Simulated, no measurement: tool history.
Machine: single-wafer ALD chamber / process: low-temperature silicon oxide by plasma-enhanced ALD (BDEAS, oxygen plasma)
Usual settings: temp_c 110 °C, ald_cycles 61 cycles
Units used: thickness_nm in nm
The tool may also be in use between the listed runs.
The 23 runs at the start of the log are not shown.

run    hour  temp_c  ald_cycles  read-back reference wafer on the same gauge, thickness_nm  thickness_nm
 24  1292.5      99          52                                                      6.723         7.218
 25  1344.2     110          51                                                      6.731         6.922
 26  1393.1     105          50                                                      6.735         6.864
 27  1418.1     110          61                                                      6.745         8.323
 28  1442.4     117          68                                                      6.743         9.149
 29  1508.1     100          57                                                      6.754         7.922
 30  1553.1     102          49                                                      6.755         6.806
 31  1585.2     105          70                                                       6.76         9.697
 32  1643.8     124          65                                                      6.769         8.712
 33  1709.8     110          67                                                      6.779         9.175
 34  1746.1     103          55                                                      6.781         7.642
 35  1807.1     119          67                                                      6.794         9.062

Alternative continuations, all from the tool just after run 35; predict every row:
  A  1807.6     110          61                                                          ?             ?
  B  1807.6     100          67                                                          ?             ?
  C  1807.6     122          56                                                          ?             ?
  D  1807.6     118          70                                                          ?             ?

run  read-back reference wafer on the same gauge, thickness_nm  thickness_nm
  A                                                      6.791         8.437
  B                                                      6.791         9.422
  C                                                      6.791         7.589
  D                                                      6.791         9.552
The same runs, with their run-to-run variation unchanged, on a tool lacking any hidden condition would have given:
run  thickness_nm
  A         8.323
  B         9.294
  C         7.487
  D         9.422
